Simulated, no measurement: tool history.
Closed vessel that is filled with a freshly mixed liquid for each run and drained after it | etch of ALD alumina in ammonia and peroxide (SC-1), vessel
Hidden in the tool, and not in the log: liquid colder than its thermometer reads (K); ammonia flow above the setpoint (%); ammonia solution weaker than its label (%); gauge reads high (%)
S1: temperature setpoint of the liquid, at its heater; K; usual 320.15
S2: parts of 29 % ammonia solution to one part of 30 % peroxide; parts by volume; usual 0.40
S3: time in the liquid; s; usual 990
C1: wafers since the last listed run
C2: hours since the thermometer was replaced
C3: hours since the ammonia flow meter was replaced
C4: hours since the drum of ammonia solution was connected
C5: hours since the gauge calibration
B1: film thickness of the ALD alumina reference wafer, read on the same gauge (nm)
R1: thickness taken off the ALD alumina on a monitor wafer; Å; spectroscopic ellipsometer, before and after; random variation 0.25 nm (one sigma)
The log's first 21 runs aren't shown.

run 22 hour=565.5 | S1=327.15 S2=0.55 S3=810 | C1=579 C2=303.6 C3=319.3 C4=78.4 C5=240.1 | B1=30.00 | R1=559.0
run 23 hour=588.4 | S1=323.15 S2=0.55 S3=990 | C1=954 C2=326.5 C3=342.2 C4=101.3 C5=263.0 | B1=30.01 | R1=544.6
run 24 hour=610.7 | S1=324.65 S2=0.25 S3=1175 | C1=929 C2=348.8 C3=364.5 C4=123.6 C5=285.3 | B1=30.02 | R1=655.1
run 25 hour=635.1 | S1=313.15 S2=0.30 S3=805 | C1=1016 C2=373.2 C3=388.9 C4=148.0 C5=309.7 | B1=30.00 | R1=234.9
run 26 hour=659.4 | S1=326.15 S2=0.20 S3=430 | C1=1012 C2=397.5 C3=413.2 C4=172.3 C5=334.0 | B1=30.02 | R1=253.4
run 27 hour=683.9 | S1=324.15 S2=0.30 S3=1160 | C1=1020 C2=422.0 C3=437.7 C4=196.8 C5=358.5 | B1=30.00 | R1=633.9
-- hour=703.1 new drum of ammonia solution connected
run 28 hour=703.6 | S1=314.15 S2=0.40 S3=990 | C1=779 C2=441.7 C3=457.4 C4=0.5 C5=378.2 | B1=29.99 | R1=318.3
run 29 hour=722.5 | S1=324.15 S2=0.30 S3=990 | C1=787 C2=460.6 C3=476.3 C4=19.4 C5=397.1 | B1=29.98 | R1=544.2
run 30 hour=751.1 | S1=320.15 S2=0.30 S3=990 | C1=1191 C2=489.2 C3=504.9 C4=48.0 C5=425.7 | B1=29.99 | R1=439.3

3 ways to go on from here, each from the tool as it stands after run 30. What would each give?
run A hour=752.0 | S1=320.15 S2=0.40 S3=990 | C1=37 C2=490.1 C3=505.8 C4=48.9 C5=426.6 | B1=? | R1=?
run B hour=752.0 | S1=320.15 S2=0.40 S3=1540 | C1=37 C2=490.1 C3=505.8 C4=48.9 C5=426.6 | B1=? | R1=?
run C hour=752.0 | S1=311.15 S2=0.60 S3=685 | C1=37 C2=490.1 C3=505.8 C4=48.9 C5=426.6 | B1=? | R1=?

run=A B1=30.01 R1=446.5
run=B B1=30.01 R1=694.6
run=C B1=30.01 R1=190.6
Without the tool's hidden state the same runs would have given:
run=A R1=446.5
run=B R1=694.6
run=C R1=190.6

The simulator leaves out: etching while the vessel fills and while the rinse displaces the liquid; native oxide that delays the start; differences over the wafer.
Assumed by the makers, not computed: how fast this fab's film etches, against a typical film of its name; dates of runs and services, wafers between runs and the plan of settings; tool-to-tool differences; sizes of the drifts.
